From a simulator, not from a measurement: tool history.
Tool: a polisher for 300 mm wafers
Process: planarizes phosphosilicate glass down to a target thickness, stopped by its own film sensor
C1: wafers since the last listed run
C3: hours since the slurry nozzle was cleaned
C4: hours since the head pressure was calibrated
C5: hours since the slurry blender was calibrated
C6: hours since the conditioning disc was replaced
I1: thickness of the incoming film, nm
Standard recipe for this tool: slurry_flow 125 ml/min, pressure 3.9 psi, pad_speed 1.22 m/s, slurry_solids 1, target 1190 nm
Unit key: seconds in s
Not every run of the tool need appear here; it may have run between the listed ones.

{"run": 1, "hour": 0.0, "slurry_flow": 125, "pressure": 3.9, "pad_speed": 1.22, "slurry_solids": 1, "target": 1190, "C1": 0, "wafers polished on this pad": 12, "C3": 39.3, "C4": 1119.9, "C5": 367.4, "C6": 29.4, "I1": 2050.2, "seconds": 100.7}
{"run": 2, "hour": 17.0, "slurry_flow": 125, "pressure": 3.9, "pad_speed": 1.22, "slurry_solids": 1, "target": 1190, "C1": 225, "wafers polished on this pad": 237, "C3": 56.3, "C4": 1136.9, "C5": 384.4, "C6": 46.4, "I1": 2061.3, "seconds": 102.3}
{"run": 3, "hour": 34.3, "slurry_flow": 125, "pressure": 3.9, "pad_speed": 1.22, "slurry_solids": 1, "target": 1190, "C1": 229, "wafers polished on this pad": 466, "C3": 73.6, "C4": 1154.2, "C5": 401.7, "C6": 63.7, "I1": 2051.7, "seconds": 102.5}
{"run": 4, "hour": 42.1, "slurry_flow": 125, "pressure": 3.9, "pad_speed": 1.22, "slurry_solids": 1, "target": 1190, "C1": 103, "wafers polished on this pad": 569, "C3": 81.4, "C4": 1162, "C5": 409.5, "C6": 71.5, "I1": 2036.6, "seconds": 99.7}
{"run": 5, "hour": 55.7, "slurry_flow": 125, "pressure": 3.9, "pad_speed": 1.22, "slurry_solids": 1, "target": 1190, "C1": 180, "wafers polished on this pad": 749, "C3": 95, "C4": 1175.6, "C5": 423.1, "C6": 85.1, "I1": 2020.9, "seconds": 99.9}
{"run": 6, "hour": 69.1, "slurry_flow": 155, "pressure": 3.9, "pad_speed": 1.22, "slurry_solids": 1, "target": 1190, "C1": 177, "wafers polished on this pad": 927, "C3": 108.4, "C4": 1189, "C5": 436.5, "C6": 98.5, "I1": 2041.2, "seconds": 97.8}
{"run": 7, "hour": 79.7, "slurry_flow": 125, "pressure": 5.1, "pad_speed": 1.38, "slurry_solids": 1, "target": 1190, "C1": 140, "wafers polished on this pad": 1067, "C3": 119, "C4": 1199.6, "C5": 447.1, "C6": 109.1, "I1": 2043.9, "seconds": 70.4}
{"hour": 94.5, "done": "conditioning disc replaced and pad reconditioned"}
{"run": 8, "hour": 95.0, "slurry_flow": 125, "pressure": 2.8, "pad_speed": 1.22, "slurry_solids": 1, "target": 1190, "C1": 176, "wafers polished on this pad": 1243, "C3": 134.3, "C4": 1214.9, "C5": 462.4, "C6": 0.5, "I1": 2034.4, "seconds": 140.1}
{"hour": 97.8, "done": "slurry blender recalibrated"}
{"hour": 100.8, "done": "worn pad replaced by a new one"}
{"run": 9, "hour": 103.0, "slurry_flow": 125, "pressure": 4.3, "pad_speed": 1.22, "slurry_solids": 1, "target": 1423, "C1": 40, "wafers polished on this pad": 29, "C3": 142.3, "C4": 1222.9, "C5": 5.2, "C6": 8.5, "I1": 2067.3, "seconds": 63.3}
{"run": 10, "hour": 119.2, "slurry_flow": 160, "pressure": 3.9, "pad_speed": 1.22, "slurry_solids": 1.1, "target": 1190, "C1": 214, "wafers polished on this pad": 243, "C3": 158.5, "C4": 1239.1, "C5": 21.4, "C6": 24.7, "I1": 2050.2, "seconds": 84.1}
{"run": 11, "hour": 137.0, "slurry_flow": 95, "pressure": 4.8, "pad_speed": 1.22, "slurry_solids": 1, "target": 1462, "C1": 235, "wafers polished on this pad": 479, "C3": 176.3, "C4": 1256.9, "C5": 39.2, "C6": 42.5, "I1": 2051.6, "seconds": 57.1}
{"hour": 153.1, "done": "head pressure recalibrated"}
{"run": 12, "hour": 153.6, "slurry_flow": 155, "pressure": 3.9, "pad_speed": 1.38, "slurry_solids": 1, "target": 1320, "C1": 193, "wafers polished on this pad": 673, "C3": 192.9, "C4": 0.5, "C5": 55.8, "C6": 59.1, "I1": 2059.8, "seconds": 70.3}
{"run": 13, "hour": 164.7, "slurry_flow": 125, "pressure": 3.9, "pad_speed": 1.22, "slurry_solids": 1.2, "target": 1190, "C1": 147, "wafers polished on this pad": 820, "C3": 204, "C4": 11.6, "C5": 66.9, "C6": 70.2, "I1": 2055, "seconds": 85.3}
{"run": 14, "hour": 182.0, "slurry_flow": 125, "pressure": 5.2, "pad_speed": 0.94, "slurry_solids": 1, "target": 1190, "C1": 229, "wafers polished on this pad": 1049, "C3": 221.3, "C4": 28.9, "C5": 84.2, "C6": 87.5, "I1": 2020.2, "seconds": 85.1}
{"hour": 193.0, "done": "worn pad replaced by a new one"}
{"run": 15, "hour": 193.5, "slurry_flow": 125, "pressure": 4.3, "pad_speed": 1.22, "slurry_solids": 1, "target": 1190, "C1": 99, "wafers polished on this pad": 6, "C3": 232.8, "C4": 40.4, "C5": 95.7, "C6": 99, "I1": 2031, "seconds": 85}
{"run": 16, "hour": 217.1, "slurry_flow": 125, "pressure": 3.9, "pad_speed": 1.22, "slurry_solids": 1, "target": 1190, "C1": 312, "wafers polished on this pad": 319, "C3": 256.4, "C4": 64, "C5": 119.3, "C6": 122.6, "I1": 2065.7, "seconds": 96.2}
{"hour": 225.1, "done": "conditioning disc replaced and pad reconditioned"}
{"run": 17, "hour": 225.6, "slurry_flow": 80, "pressure": 3.3, "pad_speed": 1.22, "slurry_solids": 1, "target": 1444, "C1": 86, "wafers polished on this pad": 405, "C3": 264.9, "C4": 72.5, "C5": 127.8, "C6": 0.5, "I1": 2049.4, "seconds": 91.4}
{"run": 18, "hour": 230.7, "slurry_flow": 125, "pressure": 3.9, "pad_speed": 1.22, "slurry_solids": 1, "target": 1190, "C1": 67, "wafers polished on this pad": 472, "C3": 270, "C4": 77.6, "C5": 132.9, "C6": 5.6, "I1": 2041.1, "seconds": 92.7}
{"run": 19, "hour": 248.3, "slurry_flow": 160, "pressure": 3.9, "pad_speed": 1.22, "slurry_solids": 0.9, "target": 1190, "C1": 233, "wafers polished on this pad": 705, "C3": 287.6, "C4": 95.2, "C5": 150.5, "C6": 23.2, "I1": 2085.8, "seconds": 103.1}
{"run": 20, "hour": 263.7, "slurry_flow": 125, "pressure": 3.9, "pad_speed": 1.22, "slurry_solids": 0.85, "target": 1190, "C1": 203, "wafers polished on this pad": 909, "C3": 303, "C4": 110.6, "C5": 165.9, "C6": 38.6, "I1": 2085.1, "seconds": 114.5}
{"run": 21, "hour": 280.3, "slurry_flow": 125, "pressure": 3.9, "pad_speed": 0.9, "slurry_solids": 1, "target": 1190, "C1": 219, "wafers polished on this pad": 1129, "C3": 319.6, "C4": 127.2, "C5": 182.5, "C6": 55.2, "I1": 2080.7, "seconds": 128.3}
{"hour": 288.5, "done": "worn pad replaced by a new one"}
{"run": 22, "hour": 293.8, "slurry_flow": 125, "pressure": 4.4, "pad_speed": 1.22, "slurry_solids": 0.75, "target": 1358, "C1": 125, "wafers polished on this pad": 69, "C3": 333.1, "C4": 140.7, "C5": 196, "C6": 68.7, "I1": 2028.5, "seconds": 86.1}
{"run": 23, "hour": 300.1, "slurry_flow": 125, "pressure": 3.9, "pad_speed": 1.22, "slurry_solids": 0.85, "target": 1190, "C1": 83, "wafers polished on this pad": 153, "C3": 339.4, "C4": 147, "C5": 202.3, "C6": 75, "I1": 2050.8, "seconds": 112.5}
{"run": 24, "hour": 308.9, "slurry_flow": 125, "pressure": 4.6, "pad_speed": 1.46, "slurry_solids": 0.85, "target": 1190, "C1": 116, "wafers polished on this pad": 269, "C3": 348.2, "C4": 155.8, "C5": 211.1, "C6": 83.8, "I1": 2034.9, "seconds": 78.7}
{"run": 25, "hour": 316.3, "slurry_flow": 125, "pressure": 4.8, "pad_speed": 1.08, "slurry_solids": 1.15, "target": 1190, "C1": 98, "wafers polished on this pad": 367, "C3": 355.6, "C4": 163.2, "C5": 218.5, "C6": 91.2, "I1": 2018.7, "seconds": 78.1}

Branching from run 25: 4 alternative next runs. What would each branch give?
{"run": "A", "hour": 316.7, "slurry_flow": 125, "pressure": 4.9, "pad_speed": 1.22, "slurry_solids": 1, "target": 1190, "C1": 5, "wafers polished on this pad": 373, "C3": 356, "C4": 163.6, "C5": 218.9, "C6": 91.6, "I1": 2068.8, "seconds": "?"}
{"run": "B", "hour": 316.7, "slurry_flow": 140, "pressure": 3.9, "pad_speed": 1.36, "slurry_solids": 0.75, "target": 977, "C1": 5, "wafers polished on this pad": 373, "C3": 356, "C4": 163.6, "C5": 218.9, "C6": 91.6, "I1": 2068.8, "seconds": "?"}
{"run": "C", "hour": 316.7, "slurry_flow": 125, "pressure": 3.9, "pad_speed": 1.02, "slurry_solids": 1.1, "target": 904, "C1": 5, "wafers polished on this pad": 373, "C3": 356, "C4": 163.6, "C5": 218.9, "C6": 91.6, "I1": 2068.8, "seconds": "?"}
{"run": "D", "hour": 316.7, "slurry_flow": 90, "pressure": 3.9, "pad_speed": 1.22, "slurry_solids": 1, "target": 1190, "C1": 5, "wafers polished on this pad": 373, "C3": 356, "C4": 163.6, "C5": 218.9, "C6": 91.6, "I1": 2068.8, "seconds": "?"}

run=A seconds=78.8
run=B seconds=139.7
run=C seconds=140.9
run=D seconds=107.3
Had the tool no hidden state, the same runs would have come out as:
run=A seconds=74.9
run=B seconds=131.3
run=C seconds=134.5
run=D seconds=102.1

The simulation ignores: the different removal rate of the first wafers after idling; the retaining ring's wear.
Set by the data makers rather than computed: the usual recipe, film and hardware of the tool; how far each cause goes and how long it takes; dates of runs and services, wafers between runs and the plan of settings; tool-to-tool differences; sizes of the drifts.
